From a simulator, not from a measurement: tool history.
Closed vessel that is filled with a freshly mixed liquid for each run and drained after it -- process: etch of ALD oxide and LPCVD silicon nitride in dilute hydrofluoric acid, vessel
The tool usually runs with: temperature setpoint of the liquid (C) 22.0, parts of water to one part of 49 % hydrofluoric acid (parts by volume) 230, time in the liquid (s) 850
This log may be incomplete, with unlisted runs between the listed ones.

run,day,temperature setpoint of the liquid (C),parts of water to one part of 49 % hydrofluoric acid (parts by volume),time in the liquid (s),"read-back film thickness of the ALD oxide reference wafer, read on the same gauge (nm)","read-back film thickness of the LPCVD silicon nitride reference wafer, read on the same gauge (nm)",thickness taken off the ALD oxide on a monitor wafer (angstrom),thickness taken off the LPCVD silicon nitride on a monitor wafer (angstrom)
1,0.000,22.0,230,850,119.98,70.016,386.4,18.37
2,3.638,22.0,230,850,119.99,69.992,385.0,18.26
# day 7.338: gauge calibrated
3,8.058,22.0,230,850,120.02,69.972,386.5,18.05
4,12.262,22.0,230,850,120.01,69.976,385.2,18.26
5,15.558,22.0,230,850,119.96,70.021,387.0,18.35
6,18.633,22.0,230,1050,119.96,69.977,476.8,22.27
7,20.804,22.0,230,1050,119.97,70.022,478.4,22.52
8,22.496,22.0,230,1050,120.04,69.997,481.5,22.44
# day 24.550: thermometer replaced
# day 25.329: hydrofluoric acid flow meter replaced
9,25.933,22.0,230,1235,120.05,70.003,555.7,26.51
10,28.342,22.0,300,850,120.00,70.002,274.4,14.01
11,30.033,22.0,230,1190,119.98,70.000,542.3,25.74
12,32.017,23.5,130,415,120.01,69.962,394.7,17.20
13,34.342,22.0,230,850,120.01,69.987,388.8,17.85
14,37.408,22.0,200,1070,119.96,69.977,581.8,26.32
15,41.250,25.5,320,640,120.01,70.003,214.1,12.07
16,45.621,22.0,230,850,119.99,69.981,384.4,18.13
17,47.312,22.0,230,600,119.98,69.992,270.8,12.75
18,50.962,23.5,320,430,119.99,69.996,135.4,7.30
19,53.617,22.0,185,850,119.97,69.994,501.7,22.35
20,57.204,18.0,230,850,120.05,70.000,329.7,13.96
21,60.233,17.5,125,500,120.01,70.004,386.5,14.48
22,62.275,22.0,230,850,119.95,69.992,382.9,18.36
23,66.717,22.0,200,1040,120.01,70.014,559.6,25.39
24,69.454,22.0,150,1320,120.00,69.994,1005.5,42.82
25,73.162,22.0,230,850,120.00,70.022,385.2,18.59

Predict each of these 5 candidate next runs independently; none follows another, all start after run 25:
A,73.200,22.0,230,850,?,?,?,?
B,73.200,27.0,285,850,?,?,?,?
C,73.200,18.5,230,1045,?,?,?,?
D,73.200,20.0,185,1230,?,?,?,?
E,73.200,22.0,310,680,?,?,?,?

run,"read-back film thickness of the ALD oxide reference wafer, read on the same gauge (nm)","read-back film thickness of the LPCVD silicon nitride reference wafer, read on the same gauge (nm)",thickness taken off the ALD oxide on a monitor wafer (angstrom),thickness taken off the LPCVD silicon nitride on a monitor wafer (angstrom)
A,119.96,69.992,383.4,18.06
B,119.96,69.992,349.1,19.86
C,119.96,69.992,412.9,17.69
D,119.96,69.992,668.6,28.38
E,119.96,69.992,210.8,10.78
Stripped of hidden state, with their random variation kept, the same runs would have yielded:
run,thickness taken off the ALD oxide on a monitor wafer (angstrom),thickness taken off the LPCVD silicon nitride on a monitor wafer (angstrom)
A,383.4,18.06
B,349.1,19.86
C,412.9,17.69
D,668.6,28.38
E,210.8,10.78
